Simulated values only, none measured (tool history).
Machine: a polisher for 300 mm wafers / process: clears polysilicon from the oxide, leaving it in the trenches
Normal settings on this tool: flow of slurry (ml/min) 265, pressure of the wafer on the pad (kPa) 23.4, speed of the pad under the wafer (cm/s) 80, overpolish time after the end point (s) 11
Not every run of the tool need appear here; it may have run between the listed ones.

run	hour	flow of slurry (ml/min)	pressure of the wafer on the pad (kPa)	speed of the pad under the wafer (cm/s)	overpolish time after the end point (s)	wafers since the last listed run	wafers polished on this pad	hours since the slurry nozzle was cleaned	hours since the head pressure was calibrated	incoming thickness of the incoming film, nm	time until the end point was called (s)
1	0.0	265	23.4	80	11	0	1233	257.4	515.8	436.6	33.0
# hour 11.3: slurry nozzle cleaned
2	47.2	265	23.4	80	11	651	1885	35.9	563.0	437.4	33.7
3	136.3	265	23.4	80	11	1256	3141	125.0	652.1	440.8	34.0
# hour 146.4: worn pad replaced by a new one
4	222.5	265	23.4	80	11	1158	1072	211.2	738.3	433.3	32.6
# hour 229.6: slurry nozzle cleaned
5	327.4	265	23.4	80	11	1464	2537	97.8	843.2	449.3	33.3
# hour 367.6: worn pad replaced by a new one
6	417.8	265	23.4	80	9	1218	708	188.2	933.6	443.6	34.1
7	458.3	265	23.4	80	9	571	1279	228.7	974.1	444.4	32.9
# hour 464.3: head pressure recalibrated
# hour 497.4: slurry nozzle cleaned
8	502.8	265	23.4	80	9	585	1864	5.4	38.5	443.5	33.7
9	572.6	265	23.4	80	11	984	2848	75.2	108.3	436.2	32.8
10	637.0	265	23.4	80	14	907	3756	139.6	172.7	443.8	33.7
# hour 650.8: worn pad replaced by a new one
11	724.4	265	23.4	80	11	1175	1037	227.0	260.1	436.6	32.9
# hour 726.0: slurry nozzle cleaned
12	827.5	225	23.4	98	5	1439	2477	101.5	363.2	442.6	28.1
# hour 885.6: worn pad replaced by a new one
13	886.1	265	23.4	80	11	769	6	160.1	421.8	445.4	34.3
14	977.5	240	27.6	80	13	1288	1295	251.5	513.2	445.4	29.0
# hour 980.1: slurry nozzle cleaned
15	1022.2	265	15.9	80	11	616	1911	42.1	557.9	433.9	48.9
16	1076.9	265	23.4	80	8	771	2682	96.8	612.6	433.0	31.8
# hour 1164.6: worn pad replaced by a new one
17	1165.1	225	26.9	62	11	1187	7	185.0	700.8	444.9	39.1
# hour 1212.7: slurry nozzle cleaned
18	1224.0	265	23.4	80	11	816	823	11.3	759.7	435.9	32.4
19	1280.1	265	15.2	106	11	790	1614	67.4	815.8	432.9	37.0

Each row is a separate what-if for the run after 19, all from the same tool condition, not one after another. Results?
A	1280.5	265	23.4	80	11	5	1620	67.8	816.2	441.5	?
B	1280.5	345	16.5	56	17	5	1620	67.8	816.2	441.5	?
C	1280.5	265	26.2	94	6	5	1620	67.8	816.2	441.5	?
D	1280.5	265	23.4	104	11	5	1620	67.8	816.2	441.5	?

run	time until the end point was called (s)
A	34.8
B	67.8
C	26.6
D	26.9
The same runs, with their run-to-run variation unchanged, on a tool lacking any hidden condition would have given:
run	time until the end point was called (s)
A	34.8
B	67.8
C	26.6
D	26.9
